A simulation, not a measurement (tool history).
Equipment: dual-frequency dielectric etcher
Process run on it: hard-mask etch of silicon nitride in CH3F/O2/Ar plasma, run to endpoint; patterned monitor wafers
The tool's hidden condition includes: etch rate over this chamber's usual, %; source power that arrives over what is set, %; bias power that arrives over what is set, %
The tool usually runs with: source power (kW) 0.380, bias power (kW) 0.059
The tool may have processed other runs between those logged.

run    hour  source power (kW)  bias power (kW)  wafers since the last listed run  hours since the last wet clean  hours since the last source power generator calibration  hours since the last bias power generator calibration  hours since the last upper electrode change  incoming incoming film thickness, nm  endpoint time (s)
  1     0.0              0.380            0.059                                 0                           596.3                                                   3759.9                                                 1584.1                                       1679.5                                 48.71               75.0
       33.8  -- wet clean of the chamber
  2    34.3              0.380            0.059                               127                             0.5                                                   3794.2                                                 1618.4                                       1713.8                                 48.66               73.5
  3   106.6              0.380            0.059                               891                            72.8                                                   3866.5                                                 1690.7                                       1786.1                                 48.58               73.8
  4   123.6              0.380            0.053                               209                            89.8                                                   3883.5                                                 1707.7                                       1803.1                                 48.70               77.7
  5   143.8              0.380            0.053                               249                           110.0                                                   3903.7                                                 1727.9                                       1823.3                                 48.36               76.8
  6   161.8              0.420            0.059                               222                           128.0                                                   3921.7                                                 1745.9                                       1841.3                                 48.58               71.6
  7   182.9              0.420            0.059                               260                           149.1                                                   3942.8                                                 1767.0                                       1862.4                                 48.97               70.7
  8   199.3              0.420            0.059                               202                           165.5                                                   3959.2                                                 1783.4                                       1878.8                                 48.86               71.4
  9   228.4              0.380            0.068                               358                           194.6                                                   3988.3                                                 1812.5                                       1907.9                                 48.41               69.9
 10   276.1              0.380            0.059                               588                           242.3                                                   4036.0                                                 1860.2                                       1955.6                                 48.69               75.0
 11   306.9              0.380            0.059                               379                           273.1                                                   4066.8                                                 1891.0                                       1986.4                                 49.14               75.5
 12   335.4              0.380            0.059                               351                           301.6                                                   4095.3                                                 1919.5                                       2014.9                                 48.79               74.0
      382.9  -- upper electrode replaced
 13   383.4              0.380            0.062                               296                           349.6                                                   4143.3                                                 1967.5                                          0.5                                 48.63               72.9
 14   393.1              0.380            0.059                               119                           359.3                                                   4153.0                                                 1977.2                                         10.2                                 48.86               74.1
 15   427.0              0.380            0.059                               418                           393.2                                                   4186.9                                                 2011.1                                         44.1                                 48.43               73.7
 16   451.1              0.380            0.059                               297                           417.3                                                   4211.0                                                 2035.2                                         68.2                                 49.51               74.1
 17   474.1              0.350            0.050                               283                           440.3                                                   4234.0                                                 2058.2                                         91.2                                 48.88               82.5
 18   488.3              0.330            0.073                               175                           454.5                                                   4248.2                                                 2072.4                                        105.4                                 48.59               71.7
      566.9  -- source power generator calibrated
 19   574.3              0.480            0.071                              1011                           540.5                                                      7.4                                                 2158.4                                        191.4                                 49.10               64.7
 20   606.7              0.320            0.052                               399                           572.9                                                     39.8                                                 2190.8                                        223.8                                 48.35               83.0
      707.7  -- wet clean of the chamber
 21   708.2              0.300            0.059                               955                             0.5                                                    141.3                                                 2292.3                                        325.3                                 48.46               79.7
 22   722.7              0.380            0.059                               178                            15.0                                                    155.8                                                 2306.8                                        339.8                                 49.05               75.1
 23   756.8              0.310            0.064                               420                            49.1                                                    189.9                                                 2340.9                                        373.9                                 48.87               76.6
 24   774.8              0.440            0.051                               222                            67.1                                                    207.9                                                 2358.9                                        391.9                                 48.92               74.0
 25   801.9              0.430            0.052                               334                            94.2                                                    235.0                                                 2386.0                                        419.0                                 48.64               74.5
      846.5  -- bias power generator calibrated
 26   906.2              0.380            0.059                              1237                           198.5                                                    339.3                                                   59.7                                        523.3                                 48.49               74.7
 27   937.3              0.380            0.059                               383                           229.6                                                    370.4                                                   90.8                                        554.4                                 48.97               73.7
 28   955.3              0.290            0.069                               222                           247.6                                                    388.4                                                  108.8                                        572.4                                 48.58               77.8
 29   981.5              0.340            0.069                               323                           273.8                                                    414.6                                                  135.0                                        598.6                                 48.50               72.2
 30  1016.2              0.350            0.049                               427                           308.5                                                    449.3                                                  169.7                                        633.3                                 48.72               81.5
 31  1046.5              0.460            0.059                               373                           338.8                                                    479.6                                                  200.0                                        663.6                                 48.83               67.9
 32  1074.3              0.380            0.059                               342                           366.6                                                    507.4                                                  227.8                                        691.4                                 48.81               73.5
 33  1094.4              0.300            0.066                               247                           386.7                                                    527.5                                                  247.9                                        711.5                                 48.60               77.7

Run-by-run hidden state of the tool:
etch rate over this chamber's usual, %: 0 across all the runs
source power that arrives over what is set, %: 0 across all the runs
bias power that arrives over what is set, %: 0 across all the runs

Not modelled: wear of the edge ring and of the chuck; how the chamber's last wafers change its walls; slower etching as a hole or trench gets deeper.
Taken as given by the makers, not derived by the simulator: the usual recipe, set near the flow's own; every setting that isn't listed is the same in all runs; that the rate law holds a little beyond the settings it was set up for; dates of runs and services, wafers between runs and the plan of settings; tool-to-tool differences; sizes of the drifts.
